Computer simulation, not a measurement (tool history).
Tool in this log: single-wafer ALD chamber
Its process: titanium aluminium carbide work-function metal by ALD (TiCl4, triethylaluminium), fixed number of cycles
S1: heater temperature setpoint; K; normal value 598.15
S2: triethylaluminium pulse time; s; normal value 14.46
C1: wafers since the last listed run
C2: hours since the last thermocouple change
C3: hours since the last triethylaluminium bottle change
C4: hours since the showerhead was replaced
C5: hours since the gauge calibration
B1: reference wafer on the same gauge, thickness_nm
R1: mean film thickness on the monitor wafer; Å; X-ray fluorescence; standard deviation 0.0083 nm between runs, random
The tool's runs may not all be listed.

| run | day | S1 | S2 | C1 | C2 | C3 | C4 | C5 | B1 | R1 |
|---|---|---|---|---|---|---|---|---|---|---|
| 1 | 0 | 598.15 | 14.46 | 0 | 1387.6 | 964.1 | 2758.7 | 731.4 | 2.03 | 21.01 |
| 2 | 2.4 | 598.15 | 14.46 | 486 | 1445.2 | 1021.7 | 2816.3 | 789 | 2.032 | 20.95 |
| 3 | 3.875 | 598.15 | 14.46 | 299 | 1480.6 | 1057.1 | 2851.7 | 824.4 | 2.03 | 20.99 |
| 4 | 5.188 | 598.15 | 14.46 | 266 | 1512.1 | 1088.6 | 2883.2 | 855.9 | 2.03 | 20.94 |
| 5 | 6.721 | 598.15 | 14.46 | 310 | 1548.9 | 1125.4 | 2920 | 892.7 | 2.03 | 20.92 |
| 6 | 8.329 | 598.15 | 14.46 | 326 | 1587.5 | 1164 | 2958.6 | 931.3 | 2.031 | 21.06 |
| 7 | 11.112 | 598.15 | 14.46 | 564 | 1654.3 | 1230.8 | 3025.4 | 998.1 | 2.032 | 20.74 |
| 8 | 12.712 | 598.15 | 14.46 | 324 | 1692.7 | 1269.2 | 3063.8 | 1036.5 | 2.029 | 20.71 |
| 9 | 15.558 | 598.15 | 16.46 | 577 | 1761 | 1337.5 | 3132.1 | 1104.8 | 2.03 | 20.97 |
|  | 18.738 | thermocouple changed; heater temperature recalibrated |
| 10 | 18.758 | 598.15 | 14.46 | 581 | 0.5 | 1414.3 | 3208.9 | 1181.6 | 2.03 | 21.19 |
| 11 | 21.088 | 591.15 | 17.21 | 472 | 56.4 | 1470.2 | 3264.8 | 1237.5 | 2.03 | 20.77 |
| 12 | 22.279 | 591.15 | 17.21 | 241 | 85 | 1498.8 | 3293.4 | 1266.1 | 2.03 | 20.95 |
| 13 | 24.1 | 598.15 | 14.46 | 369 | 128.7 | 1542.5 | 3337.1 | 1309.8 | 2.031 | 21.21 |
|  | 26.462 | showerhead replaced |
| 14 | 26.688 | 598.15 | 14.46 | 457 | 190.8 | 1604.6 | 5.4 | 1371.9 | 2.029 | 21.1 |
| 15 | 29.638 | 598.15 | 14.46 | 598 | 261.6 | 1675.4 | 76.2 | 1442.7 | 2.028 | 20.98 |
|  | 31.667 | gauge calibrated |
| 16 | 32.567 | 589.15 | 8.98 | 594 | 331.9 | 1745.7 | 146.5 | 21.6 | 2.03 | 17.91 |
| 17 | 34.346 | 606.15 | 12.19 | 360 | 374.6 | 1788.4 | 189.2 | 64.3 | 2.03 | 20.82 |
| 18 | 37.008 | 610.15 | 10.79 | 539 | 438.5 | 1852.3 | 253.1 | 128.2 | 2.029 | 20.61 |
| 19 | 39.717 | 598.15 | 14.46 | 549 | 503.5 | 1917.3 | 318.1 | 193.2 | 2.03 | 20.62 |
|  | 41.975 | triethylaluminium bottle replaced |
| 20 | 41.996 | 585.15 | 14.46 | 394 | 558.2 | 0.5 | 372.8 | 247.9 | 2.029 | 20.52 |
| 21 | 45.012 | 598.15 | 14.46 | 611 | 630.6 | 72.9 | 445.2 | 320.3 | 2.029 | 21.56 |
| 22 | 46.346 | 590.15 | 12.3 | 270 | 662.6 | 104.9 | 477.2 | 352.3 | 2.031 | 20.76 |
| 23 | 47.629 | 608.15 | 9.59 | 260 | 693.4 | 135.7 | 508 | 383.1 | 2.03 | 21.51 |
| 24 | 49.954 | 604.15 | 16.61 | 471 | 749.2 | 191.5 | 563.8 | 438.9 | 2.027 | 21.94 |
| 25 | 54.429 | 603.15 | 17.99 | 907 | 856.6 | 298.9 | 671.2 | 546.3 | 2.029 | 21.89 |

Some steps in R1, run to run, broken into two amounts with sign: the step expected even without the hidden condition (settings, incoming material, random variation), and the rest, left for the hidden condition together with whatever gauge scatter is not in both the measured and the hidden-condition-free result:
The hidden state here: wafer temperature above the value expected at the setpoint (K); triethylaluminium dose above that of a fresh bottle (%); gauge reads high (%).
Run 15 -> 16: S1 598.15 -> 589.15, S2 14.46 -> 8.98, gauge calibrated. R1 -3.07 Å: hidden state -1.31, all else -1.76.
Run 16 -> 17: S1 589.15 -> 606.15, S2 8.98 -> 12.19. R1 +2.91 Å: hidden state +0.72, all else +2.19.
Run 18 -> 19: S1 610.15 -> 598.15, S2 10.79 -> 14.46. R1 +0.01 Å: hidden state +0.85, all else -0.84.
